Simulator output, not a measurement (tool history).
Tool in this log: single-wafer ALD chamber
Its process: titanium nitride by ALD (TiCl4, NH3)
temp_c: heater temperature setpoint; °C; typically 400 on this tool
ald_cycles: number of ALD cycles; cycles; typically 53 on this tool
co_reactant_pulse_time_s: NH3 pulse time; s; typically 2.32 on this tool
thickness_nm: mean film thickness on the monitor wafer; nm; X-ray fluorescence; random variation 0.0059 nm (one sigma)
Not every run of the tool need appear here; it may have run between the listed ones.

run   hour  temp_c  ald_cycles  co_reactant_pulse_time_s  read-back reference wafer on the same gauge, thickness_nm  thickness_nm
  1    0.0     400          53                      2.32                                                      0.986         1.115
  2   27.7     400          53                      2.59                                                      0.984         1.127
  3   40.2     400          53                      2.32                                                      0.984         1.120
  4   69.4     394          53                      2.32                                                      0.983         1.109
  5   92.5     394          53                      2.32                                                      0.981         1.115
  6  123.2     394          53                      2.32                                                      0.980         1.107
  7  147.4     400          53                      2.32                                                      0.980         1.110
  8  173.4     400          53                      2.32                                                      0.979         1.099
  9  205.7     400          53                      2.32                                                      0.977         1.107
 10  227.6     400          53                      2.32                                                      0.977         1.113
 11  255.0     400          53                      2.32                                                      0.976         1.107
 12  286.4     397          53                      1.98                                                      0.974         1.095
     296.5  -- showerhead replaced
 13  319.6     397          53                      1.98                                                      0.972         1.100
 14  335.2     397          53                      1.98                                                      0.972         1.084
 15  361.2     400          53                      2.32                                                      0.972         1.095
 16  375.4     400          53                      2.32                                                      0.971         1.098
 17  402.0     400          53                      2.32                                                      0.971         1.104
 18  416.5     400          53                      2.32                                                      0.970         1.102
 19  436.2     400          53                      1.96                                                      0.970         1.092
 20  457.5     411          53                      1.91                                                      0.968         1.100
 21  473.8     400          53                      2.32                                                      0.968         1.094
     538.2  -- thermocouple changed; heater temperature recalibrated
 22  565.7     400          53                      2.78                                                      0.964         1.088
 23  590.4     400          53                      2.94                                                      0.963         1.104
 24  625.8     394          43                      2.76                                                      0.960         0.889
 25  656.8     400          53                      2.32                                                      0.960         1.082
 26  673.4     388          63                      2.32                                                      0.959         1.275
     694.7  -- gauge calibrated
 27  698.9     413          43                      1.77                                                      0.989         0.908
 28  716.2     400          63                      2.32                                                      0.987         1.331
 29  742.4     400          53                      2.32                                                      0.988         1.129
 30  756.2     400          53                      2.32                                                      0.987         1.117
 31  768.3     400          53                      2.32                                                      0.986         1.112
 32  801.8     412          50                      1.99                                                      0.985         1.047
 33  832.1     400          57                      2.32                                                      0.985         1.198
 34  865.9     412          50                      1.99                                                      0.982         1.043
 35  891.9     400          53                      3.12                                                      0.980         1.124
 36  918.2     400          53                      2.32                                                      0.980         1.115

Below are 3 alternative next runs, each starting from the tool's condition after run 36. Predict each:
  A  918.7     400          53                      3.10                                                          ?             ?
  B  918.7     400          53                      1.85                                                          ?             ?
  C  918.7     392          62                      2.32                                                          ?             ?

run  read-back reference wafer on the same gauge, thickness_nm  thickness_nm
  A                                                      0.982         1.117
  B                                                      0.982         1.090
  C                                                      0.982         1.283
Take away the tool's hidden state, keep each run's random variation, and the runs would have read:
run  thickness_nm
  A         1.128
  B         1.101
  C         1.296
